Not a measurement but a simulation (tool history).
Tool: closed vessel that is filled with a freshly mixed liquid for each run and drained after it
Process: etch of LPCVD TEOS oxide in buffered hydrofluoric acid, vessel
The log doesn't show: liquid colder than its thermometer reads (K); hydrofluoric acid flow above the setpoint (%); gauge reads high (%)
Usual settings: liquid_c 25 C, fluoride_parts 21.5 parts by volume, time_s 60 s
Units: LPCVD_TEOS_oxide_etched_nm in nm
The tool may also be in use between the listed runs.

| run | hour | liquid_c | fluoride_parts | time_s | wafers since the last listed run | hours since the thermometer was replaced | hours since the hydrofluoric acid flow meter was replaced | hours since the gauge calibration | read-back film thickness of the LPCVD TEOS oxide reference wafer, read on the same gauge (nm) | LPCVD_TEOS_oxide_etched_nm |
|---|---|---|---|---|---|---|---|---|---|---|
| 1 | 0 | 25 | 21.5 | 35 | 0 | 1196 | 647 | 631.9 | 139.97 | 66.73 |
| 2 | 38.5 | 26 | 21.5 | 60 | 5236 | 1234.5 | 685.5 | 670.4 | 140.03 | 122.18 |
| 3 | 83.7 | 25 | 21.5 | 60 | 6147 | 1279.7 | 730.7 | 715.6 | 139.98 | 115.93 |
| 4 | 133.4 | 25 | 21.5 | 60 | 6759 | 1329.4 | 780.4 | 765.3 | 140 | 117.6 |
| 5 | 204.6 | 25 | 21.5 | 60 | 9683 | 1400.6 | 851.6 | 836.5 | 139.99 | 115.98 |
| 6 | 252.6 | 25 | 21.5 | 60 | 6528 | 1448.6 | 899.6 | 884.5 | 140.03 | 118.07 |
| 7 | 309.8 | 25 | 21.5 | 60 | 7779 | 1505.8 | 956.8 | 941.7 | 140.01 | 118.06 |
|  | 346.6 | hydrofluoric acid flow meter replaced |
| 8 | 379.8 | 25 | 18 | 60 | 9384 | 1575.8 | 33.2 | 1011.7 | 140.02 | 126.34 |
|  | 404.4 | thermometer replaced |
| 9 | 422.9 | 25 | 18 | 60 | 5725 | 18.5 | 76.3 | 1054.8 | 140 | 126.36 |
| 10 | 454.7 | 25 | 21.5 | 60 | 4324 | 50.3 | 108.1 | 1086.6 | 140.02 | 111 |
| 11 | 493.3 | 25 | 21.5 | 60 | 5249 | 88.9 | 146.7 | 1125.2 | 140.02 | 111.23 |
| 12 | 547.3 | 25 | 21.5 | 60 | 7344 | 142.9 | 200.7 | 1179.2 | 139.99 | 110.59 |
| 13 | 604.7 | 29 | 21.5 | 60 | 7806 | 200.3 | 258.1 | 1236.6 | 139.98 | 136.29 |
| 14 | 648.7 | 25 | 21.5 | 35 | 5984 | 244.3 | 302.1 | 1280.6 | 139.97 | 65.14 |
|  | 669.9 | gauge calibrated |
| 15 | 697.5 | 25 | 26 | 90 | 6636 | 293.1 | 350.9 | 27.6 | 139.97 | 147.88 |
| 16 | 735.5 | 25 | 21.5 | 60 | 5168 | 331.1 | 388.9 | 65.6 | 139.97 | 113.91 |
| 17 | 778 | 27.5 | 19 | 75 | 5780 | 373.6 | 431.4 | 108.1 | 139.98 | 185.16 |
| 18 | 809.5 | 25 | 21.5 | 60 | 4284 | 405.1 | 462.9 | 139.6 | 140.02 | 111.69 |
| 19 | 844.8 | 25 | 18 | 75 | 4800 | 440.4 | 498.2 | 174.9 | 140 | 168.2 |
| 20 | 883.7 | 26.5 | 21.5 | 40 | 5290 | 479.3 | 537.1 | 213.8 | 139.97 | 81.82 |
| 21 | 943 | 27.5 | 17.5 | 35 | 8064 | 538.6 | 596.4 | 273.1 | 139.98 | 94.71 |
| 22 | 968.3 | 25 | 29.5 | 60 | 3440 | 563.9 | 621.7 | 298.4 | 140 | 92.61 |
| 23 | 1038.2 | 25 | 21.5 | 60 | 9506 | 633.8 | 691.6 | 368.3 | 140.01 | 117.16 |
| 24 | 1079.9 | 25 | 21.5 | 60 | 5671 | 675.5 | 733.3 | 410 | 140 | 115.32 |
| 25 | 1139.6 | 22 | 26 | 90 | 8119 | 735.2 | 793 | 469.7 | 140 | 131.08 |

3 ways to go on from here, each from the tool as it stands after run 25. What would each give?
| A | 1140.3 | 25 | 17.5 | 60 | 95 | 735.9 | 793.7 | 470.4 | ? | ? |
| B | 1140.3 | 21 | 21.5 | 60 | 95 | 735.9 | 793.7 | 470.4 | ? | ? |
| C | 1140.3 | 25 | 13.5 | 60 | 95 | 735.9 | 793.7 | 470.4 | ? | ? |

| run | read-back film thickness of the LPCVD TEOS oxide reference wafer, read on the same gauge (nm) | LPCVD_TEOS_oxide_etched_nm |
|---|---|---|
| A | 139.98 | 144.29 |
| B | 139.98 | 94.52 |
| C | 139.98 | 186.09 |
Without the tool's hidden state the same runs would have given:
| run | LPCVD_TEOS_oxide_etched_nm |
|---|---|
| A | 129.78 |
| B | 86.84 |
| C | 167.48 |
